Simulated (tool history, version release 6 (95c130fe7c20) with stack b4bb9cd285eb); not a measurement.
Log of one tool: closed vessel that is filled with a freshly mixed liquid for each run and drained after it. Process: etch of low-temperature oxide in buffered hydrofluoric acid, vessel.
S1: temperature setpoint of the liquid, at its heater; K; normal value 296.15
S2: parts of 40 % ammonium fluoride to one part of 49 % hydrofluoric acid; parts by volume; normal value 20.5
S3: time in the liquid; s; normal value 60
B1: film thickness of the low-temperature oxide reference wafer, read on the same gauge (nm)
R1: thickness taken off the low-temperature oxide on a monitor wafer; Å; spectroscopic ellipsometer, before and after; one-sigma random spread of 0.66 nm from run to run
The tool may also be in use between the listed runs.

{"run": 1, "hour": 0.0, "S1": 296.15, "S2": 20.5, "S3": 60, "B1": 59.98, "R1": 871.1}
{"run": 2, "hour": 16.3, "S1": 296.15, "S2": 20.5, "S3": 60, "B1": 60.0, "R1": 875.4}
{"run": 3, "hour": 33.3, "S1": 296.15, "S2": 20.5, "S3": 60, "B1": 59.98, "R1": 877.8}
{"run": 4, "hour": 50.3, "S1": 296.15, "S2": 20.5, "S3": 60, "B1": 60.04, "R1": 886.4}
{"run": 5, "hour": 57.0, "S1": 296.15, "S2": 20.5, "S3": 60, "B1": 59.96, "R1": 876.3}
{"hour": 60.8, "done": "gauge calibrated"}
{"run": 6, "hour": 64.4, "S1": 296.15, "S2": 20.5, "S3": 60, "B1": 60.0, "R1": 889.3}
{"hour": 76.1, "done": "hydrofluoric acid flow meter replaced"}
{"run": 7, "hour": 93.0, "S1": 296.15, "S2": 20.5, "S3": 60, "B1": 60.03, "R1": 787.3}
{"run": 8, "hour": 104.8, "S1": 293.15, "S2": 14.5, "S3": 45, "B1": 60.03, "R1": 696.6}
{"run": 9, "hour": 121.4, "S1": 296.15, "S2": 20.5, "S3": 90, "B1": 60.0, "R1": 1194.4}

What will run 10 give?
{"hour": 129.1, "done": "thermometer replaced"}
{"run": 10, "hour": 132.1, "S1": 293.15, "S2": 16.5, "S3": 60, "B1": "?", "R1": "?"}

{"run 10": {"B1": 60.06, "R1": 840.6}}
The same run, on a tool lacking any hidden state, would have yielded R1 826.3 Å.

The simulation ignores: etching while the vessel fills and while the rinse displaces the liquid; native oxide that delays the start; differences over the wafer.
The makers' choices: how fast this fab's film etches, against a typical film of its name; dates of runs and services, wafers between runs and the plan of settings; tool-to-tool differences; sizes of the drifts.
